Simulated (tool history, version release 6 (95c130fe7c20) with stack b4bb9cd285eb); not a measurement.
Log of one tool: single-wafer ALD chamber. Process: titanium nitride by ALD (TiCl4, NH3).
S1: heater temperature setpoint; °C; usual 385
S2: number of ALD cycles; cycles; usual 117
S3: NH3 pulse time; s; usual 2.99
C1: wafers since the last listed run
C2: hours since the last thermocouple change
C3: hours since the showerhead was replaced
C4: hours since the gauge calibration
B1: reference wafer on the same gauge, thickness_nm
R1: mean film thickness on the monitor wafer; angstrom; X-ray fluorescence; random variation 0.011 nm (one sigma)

run,hour,S1,S2,S3,C1,C2,C3,C4,B1,R1
1,0,390,108,2.99,0,1520.6,2173.5,578.2,2.01,22.49
2,36.8,378,117,2.99,60,1557.4,2210.3,615,2.009,24.1
3,128.4,378,117,2.99,150,1649,2301.9,706.6,2.008,24.16
# hour 206.4: thermocouple changed; heater temperature recalibrated
4,220.1,385,117,2.99,137,13.7,2393.6,798.3,2.011,24.16
5,285.6,385,122,2.99,107,79.2,2459.1,863.8,2.011,25.29
6,392.4,385,122,2.99,175,186,2565.9,970.6,2.012,25.15
7,484.9,385,127,2.99,152,278.5,2658.4,1063.1,2.01,26.2
8,536.9,385,127,2.99,85,330.5,2710.4,1115.1,2.01,26.2
9,598.9,385,117,2.99,102,392.5,2772.4,1177.1,2.009,24.21
10,650.9,385,117,2.99,85,444.5,2824.4,1229.1,2.012,24.21
11,752.9,385,117,2.99,168,546.5,2926.4,1331.1,2.01,24.29
12,791,385,117,2.99,62,584.6,2964.5,1369.2,2.011,24.05
13,833.8,385,117,2.99,70,627.4,3007.3,1412,2.011,24.16
14,934.4,385,117,2.99,165,728,3107.9,1512.6,2.008,24.36
15,1023,388,117,2.09,146,816.6,3196.5,1601.2,2.011,23.9
16,1084,393,117,2.99,100,877.6,3257.5,1662.2,2.012,24.45
17,1139.2,393,117,2.99,90,932.8,3312.7,1717.4,2.011,24.25
18,1192.9,385,117,2.99,88,986.5,3366.4,1771.1,2.008,24.51

Run 19 comes next. What will it give?
# hour 1234.4: gauge calibrated
19,1278.3,390,117,2.99,140,1071.9,3451.8,43.9,?,?

B1: 2.01
R1: 24.41 angstrom
Without the tool's hidden state the same run would have given R1 24.41 angstrom.

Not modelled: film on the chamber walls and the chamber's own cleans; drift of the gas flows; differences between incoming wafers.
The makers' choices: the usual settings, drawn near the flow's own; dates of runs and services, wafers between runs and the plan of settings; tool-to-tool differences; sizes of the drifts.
